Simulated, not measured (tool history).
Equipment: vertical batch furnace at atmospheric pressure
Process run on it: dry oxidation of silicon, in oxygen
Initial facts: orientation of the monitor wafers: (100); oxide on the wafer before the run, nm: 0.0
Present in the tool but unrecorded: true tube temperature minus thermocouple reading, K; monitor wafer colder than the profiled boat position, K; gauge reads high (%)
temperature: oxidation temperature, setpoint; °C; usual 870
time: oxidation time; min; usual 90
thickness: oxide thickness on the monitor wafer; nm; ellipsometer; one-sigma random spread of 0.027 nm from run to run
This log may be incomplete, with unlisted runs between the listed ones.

run	hour	temperature	time	wafers since the last listed run	hours since the last temperature calibration	hours since the boat lift was adjusted	hours since the gauge calibration	read-back reference wafer on the same gauge, thickness	thickness
1	0	870	65	0	2182.6	3352.1	258.7	17.91	14.33
2	8.6	870	65	144	2191.2	3360.7	267.3	17.91	14.37
3	18.9	870	65	172	2201.5	3371	277.6	17.9	14.34
# hour 55.1: gauge calibrated
4	55.9	880	65.5	621	2238.5	3408	0.8	17.9	16.08
5	70.7	870	90	248	2253.3	3422.8	15.6	17.9	17.91
6	90	886	80	324	2272.6	3442.1	34.9	17.9	19.59
7	108.3	870	90	307	2290.9	3460.4	53.2	17.89	17.91
8	115.2	870	90	115	2297.8	3467.3	60.1	17.89	17.86
9	128.1	870	90	216	2310.7	3480.2	73	17.9	17.86
# hour 163: boat lift adjusted
10	163.5	870	90	191	2346.1	0.5	108.4	17.89	18.5
11	168.2	870	90	78	2350.8	5.2	113.1	17.89	18.48
12	172.8	870	90	77	2355.4	9.8	117.7	17.89	18.51
13	179	870	90	104	2361.6	16	123.9	17.91	18.51
14	192.2	870	90	221	2374.8	29.2	137.1	17.89	18.55
15	199	856	90	114	2381.6	36	143.9	17.9	15.87
16	210.8	856	90	198	2393.4	47.8	155.7	17.9	15.88
17	223.2	856	90	208	2405.8	60.2	168.1	17.9	15.92
# hour 252.9: thermocouples replaced and temperature profile calibrated
18	253.4	878	64	104	0.5	90.4	198.3	17.9	15.33
19	258.1	870	90	78	5.2	95.1	203	17.92	17.67
20	275.3	870	133	288	22.4	112.3	220.2	17.89	22.91
21	289	884	106	230	36.1	126	233.9	17.91	22.85
22	299	863	90	167	46.1	136	243.9	17.91	16.34
23	310.1	857	71.5	186	57.2	147.1	255	17.89	13.09
24	323.1	870	90	218	70.2	160.1	268	17.9	17.65
25	331.5	853	60	141	78.6	168.5	276.4	17.91	11.01
26	342.4	870	90	183	89.5	179.4	287.3	17.9	17.64
27	352.6	892	58	171	99.7	189.6	297.5	17.89	16.66
28	363.8	851	68.5	188	110.9	200.8	308.7	17.9	11.82
# hour 371.5: gauge calibrated
29	391.3	870	90	461	138.4	228.3	19.8	17.9	17.66

Run 30 is up next; what results do you expect?
30	409.3	877	117.5	302	156.4	246.3	37.8	?	?

read-back reference wafer on the same gauge, thickness: 17.89
thickness: 22.67 nm
On a tool with no hidden condition, and with the same random variation, this run would have come out at thickness 22.73 nm.

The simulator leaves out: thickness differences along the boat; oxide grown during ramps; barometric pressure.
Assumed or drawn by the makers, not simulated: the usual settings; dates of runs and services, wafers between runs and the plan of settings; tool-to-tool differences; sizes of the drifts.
